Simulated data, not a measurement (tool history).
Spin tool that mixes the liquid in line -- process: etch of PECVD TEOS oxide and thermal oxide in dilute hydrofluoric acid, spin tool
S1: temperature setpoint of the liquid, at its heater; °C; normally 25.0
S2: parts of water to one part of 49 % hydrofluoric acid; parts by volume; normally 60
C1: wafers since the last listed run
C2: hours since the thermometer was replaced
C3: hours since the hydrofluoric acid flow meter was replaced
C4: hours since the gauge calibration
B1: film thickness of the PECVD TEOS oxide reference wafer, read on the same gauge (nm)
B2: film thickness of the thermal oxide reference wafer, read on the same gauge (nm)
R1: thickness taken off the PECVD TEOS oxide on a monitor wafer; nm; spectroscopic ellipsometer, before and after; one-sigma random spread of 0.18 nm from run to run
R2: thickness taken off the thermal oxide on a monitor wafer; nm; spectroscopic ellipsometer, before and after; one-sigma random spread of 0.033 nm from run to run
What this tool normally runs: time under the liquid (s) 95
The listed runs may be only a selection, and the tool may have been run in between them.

Run 1, hour 0.0: usual settings but S2 50 parts by volume; C1 0; C2 1814.8; C3 186.8; C4 132.8; B1 150.03; B2 79.98. Result: R1 24.23 nm, R2 9.96 nm.
Run 2, hour 36.0: usual settings but S2 50 parts by volume; C1 371; C2 1850.8; C3 222.8; C4 168.8; B1 149.98; B2 79.98. Result: R1 24.79 nm, R2 9.99 nm.
Run 3, hour 66.6: usual settings but S1 27.5 °C; C1 316; C2 1881.4; C3 253.4; C4 199.4; B1 149.98; B2 79.99. Result: R1 22.40 nm, R2 9.13 nm.
Run 4, hour 92.0: usual settings but S1 27.5 °C; C1 262; C2 1906.8; C3 278.8; C4 224.8; B1 150.03; B2 80.00. Result: R1 22.48 nm, R2 9.06 nm.
Run 5, hour 109.0: usual settings but S1 27.5 °C; C1 175; C2 1923.8; C3 295.8; C4 241.8; B1 150.00; B2 80.01. Result: R1 22.51 nm, R2 9.13 nm.
Run 6, hour 128.6: usual settings; C1 202; C2 1943.4; C3 315.4; C4 261.4; B1 149.99; B2 80.00. Result: R1 20.66 nm, R2 8.31 nm.
Run 7, hour 154.2: usual settings; C1 264; C2 1969.0; C3 341.0; C4 287.0; B1 150.03; B2 80.00. Result: R1 20.47 nm, R2 8.37 nm.
Run 8, hour 176.4: usual settings; C1 229; C2 1991.2; C3 363.2; C4 309.2; B1 150.00; B2 79.98. Result: R1 20.68 nm, R2 8.35 nm.
Run 9, hour 188.5: usual settings; C1 124; C2 2003.3; C3 375.3; C4 321.3; B1 150.04; B2 79.98. Result: R1 20.50 nm, R2 8.36 nm.
Run 10, hour 214.9: usual settings; C1 272; C2 2029.7; C3 401.7; C4 347.7; B1 150.01; B2 79.99. Result: R1 20.83 nm, R2 8.48 nm.
Run 11, hour 228.7: usual settings; C1 142; C2 2043.5; C3 415.5; C4 361.5; B1 150.00; B2 79.99. Result: R1 20.66 nm, R2 8.42 nm.
Run 12, hour 241.3: usual settings but S1 29.0 °C, time under the liquid (s) 125; C1 130; C2 2056.1; C3 428.1; C4 374.1; B1 149.94; B2 80.01. Result: R1 31.64 nm, R2 13.01 nm.
Run 13, hour 268.0: usual settings but S1 22.0 °C, S2 30 parts by volume, time under the liquid (s) 70; C1 275; C2 2082.8; C3 454.8; C4 400.8; B1 150.01; B2 80.02. Result: R1 27.97 nm, R2 11.42 nm.
Run 14, hour 293.9: usual settings but S1 28.0 °C, S2 70 parts by volume, time under the liquid (s) 120; C1 267; C2 2108.7; C3 480.7; C4 426.7; B1 149.94; B2 79.99. Result: R1 25.05 nm, R2 10.22 nm.
Run 15, hour 314.8: usual settings but S1 23.0 °C; C1 215; C2 2129.6; C3 501.6; C4 447.6; B1 149.98; B2 80.03. Result: R1 19.67 nm, R2 7.80 nm.
At hour 316.7: hydrofluoric acid flow meter replaced.
Run 16, hour 344.8: usual settings but S2 40 parts by volume, time under the liquid (s) 115; C1 299; C2 2159.6; C3 28.1; C4 477.6; B1 150.02; B2 80.02. Result: R1 36.35 nm, R2 14.92 nm.
At hour 355.8: thermometer replaced.
At hour 383.4: gauge calibrated.
Run 17, hour 442.1: usual settings but S1 27.0 °C, time under the liquid (s) 50; C1 994; C2 86.3; C3 125.4; C4 58.7; B1 150.04; B2 79.96. Result: R1 11.19 nm, R2 4.63 nm.
Run 18, hour 460.5: usual settings but S1 23.0 °C, S2 85 parts by volume, time under the liquid (s) 75; C1 190; C2 104.7; C3 143.8; C4 77.1; B1 150.05; B2 80.04. Result: R1 9.90 nm, R2 4.04 nm.
Run 19, hour 481.5: usual settings; C1 216; C2 125.7; C3 164.8; C4 98.1; B1 150.02; B2 79.99. Result: R1 19.87 nm, R2 8.07 nm.
Run 20, hour 511.6: usual settings; C1 310; C2 155.8; C3 194.9; C4 128.2; B1 150.00; B2 79.98. Result: R1 19.72 nm, R2 8.11 nm.
Run 21, hour 601.6: usual settings but S1 26.5 °C; C1 929; C2 245.8; C3 284.9; C4 218.2; B1 150.04; B2 80.00. Result: R1 21.55 nm, R2 8.73 nm.

5 ways to go on from here, each from the tool as it stands after run 21. What would each give?
Run A, hour 602.0: usual settings but time under the liquid (s) 55; C1 4; C2 246.2; C3 285.3; C4 218.6; B1 ?; B2 ?. Result: R1 ?, R2 ?.
Run B, hour 602.0: usual settings but S1 23.0 °C, time under the liquid (s) 50; C1 4; C2 246.2; C3 285.3; C4 218.6; B1 ?; B2 ?. Result: R1 ?, R2 ?.
Run C, hour 602.0: usual settings but S2 45 parts by volume, time under the liquid (s) 75; C1 4; C2 246.2; C3 285.3; C4 218.6; B1 ?; B2 ?. Result: R1 ?, R2 ?.
Run D, hour 602.0: usual settings but S2 70 parts by volume; C1 4; C2 246.2; C3 285.3; C4 218.6; B1 ?; B2 ?. Result: R1 ?, R2 ?.
Run E, hour 602.0: usual settings but S1 27.5 °C, S2 45 parts by volume; C1 4; C2 246.2; C3 285.3; C4 218.6; B1 ?; B2 ?. Result: R1 ?, R2 ?.

run      B1     B2     R1     R2
  A  150.02  79.99  11.85   4.75
  B  150.02  79.99   9.93   3.98
  C  150.02  79.99  21.98   8.81
  D  150.02  79.99  17.33   6.95
  E  150.02  79.99  30.82  12.36
Had the tool no hidden state, the same runs would have come out as:
run     R1     R2
  A  11.40   4.57
  B   9.55   3.83
  C  21.15   8.48
  D  16.65   6.68
  E  29.65  11.89
